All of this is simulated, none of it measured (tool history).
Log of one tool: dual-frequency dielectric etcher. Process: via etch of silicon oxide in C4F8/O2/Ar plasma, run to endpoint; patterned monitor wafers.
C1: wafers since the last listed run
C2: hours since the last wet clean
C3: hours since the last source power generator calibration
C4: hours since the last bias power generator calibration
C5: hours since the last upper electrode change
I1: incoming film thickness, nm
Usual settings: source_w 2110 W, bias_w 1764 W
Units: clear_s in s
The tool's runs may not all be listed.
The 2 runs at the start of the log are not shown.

{"run": 3, "hour": 42.6, "source_w": 2110, "bias_w": 1764, "C1": 103, "C2": 508.6, "C3": 3148.6, "C4": 3083.1, "C5": 2921.2, "I1": 1426.9, "clear_s": 282.4}
{"run": 4, "hour": 67.7, "source_w": 2110, "bias_w": 1764, "C1": 122, "C2": 533.7, "C3": 3173.7, "C4": 3108.2, "C5": 2946.3, "I1": 1428.0, "clear_s": 284.6}
{"run": 5, "hour": 102.2, "source_w": 2110, "bias_w": 1764, "C1": 167, "C2": 568.2, "C3": 3208.2, "C4": 3142.7, "C5": 2980.8, "I1": 1449.5, "clear_s": 291.9}
{"hour": 132.4, "done": "wet clean of the chamber"}
{"run": 6, "hour": 132.9, "source_w": 2110, "bias_w": 1764, "C1": 32, "C2": 0.5, "C3": 3238.9, "C4": 3173.4, "C5": 3011.5, "I1": 1439.0, "clear_s": 275.6}
{"run": 7, "hour": 135.5, "source_w": 2110, "bias_w": 1764, "C1": 12, "C2": 3.1, "C3": 3241.5, "C4": 3176.0, "C5": 3014.1, "I1": 1432.7, "clear_s": 275.9}
{"run": 8, "hour": 159.3, "source_w": 1790, "bias_w": 1764, "C1": 115, "C2": 26.9, "C3": 3265.3, "C4": 3199.8, "C5": 3037.9, "I1": 1452.4, "clear_s": 306.4}
{"run": 9, "hour": 180.1, "source_w": 1790, "bias_w": 1764, "C1": 101, "C2": 47.7, "C3": 3286.1, "C4": 3220.6, "C5": 3058.7, "I1": 1432.2, "clear_s": 302.5}
{"run": 10, "hour": 198.1, "source_w": 1790, "bias_w": 1764, "C1": 87, "C2": 65.7, "C3": 3304.1, "C4": 3238.6, "C5": 3076.7, "I1": 1426.9, "clear_s": 299.9}
{"run": 11, "hour": 219.7, "source_w": 2110, "bias_w": 1764, "C1": 105, "C2": 87.3, "C3": 3325.7, "C4": 3260.2, "C5": 3098.3, "I1": 1442.3, "clear_s": 276.1}
{"run": 12, "hour": 251.9, "source_w": 2110, "bias_w": 1764, "C1": 156, "C2": 119.5, "C3": 3357.9, "C4": 3292.4, "C5": 3130.5, "I1": 1421.6, "clear_s": 280.7}
{"run": 13, "hour": 283.7, "source_w": 2110, "bias_w": 1764, "C1": 154, "C2": 151.3, "C3": 3389.7, "C4": 3324.2, "C5": 3162.3, "I1": 1422.0, "clear_s": 273.0}
{"run": 14, "hour": 300.9, "source_w": 2410, "bias_w": 1567, "C1": 83, "C2": 168.5, "C3": 3406.9, "C4": 3341.4, "C5": 3179.5, "I1": 1436.0, "clear_s": 269.7}
{"run": 15, "hour": 336.4, "source_w": 2110, "bias_w": 1537, "C1": 172, "C2": 204.0, "C3": 3442.4, "C4": 3376.9, "C5": 3215.0, "I1": 1448.0, "clear_s": 296.1}
{"run": 16, "hour": 369.8, "source_w": 2110, "bias_w": 1764, "C1": 162, "C2": 237.4, "C3": 3475.8, "C4": 3410.3, "C5": 3248.4, "I1": 1432.9, "clear_s": 281.8}
{"run": 17, "hour": 393.7, "source_w": 1630, "bias_w": 1603, "C1": 116, "C2": 261.3, "C3": 3499.7, "C4": 3434.2, "C5": 3272.3, "I1": 1458.7, "clear_s": 346.6}

Run 18 comes next. What will it give?
{"run": 18, "hour": 427.0, "source_w": 1840, "bias_w": 1329, "C1": 162, "C2": 294.6, "C3": 3533.0, "C4": 3467.5, "C5": 3305.6, "I1": 1429.5, "clear_s": "?"}

clear_s: 336.3 s
Minus the tool's unlogged condition, the same run would have read clear_s 327.7 s.

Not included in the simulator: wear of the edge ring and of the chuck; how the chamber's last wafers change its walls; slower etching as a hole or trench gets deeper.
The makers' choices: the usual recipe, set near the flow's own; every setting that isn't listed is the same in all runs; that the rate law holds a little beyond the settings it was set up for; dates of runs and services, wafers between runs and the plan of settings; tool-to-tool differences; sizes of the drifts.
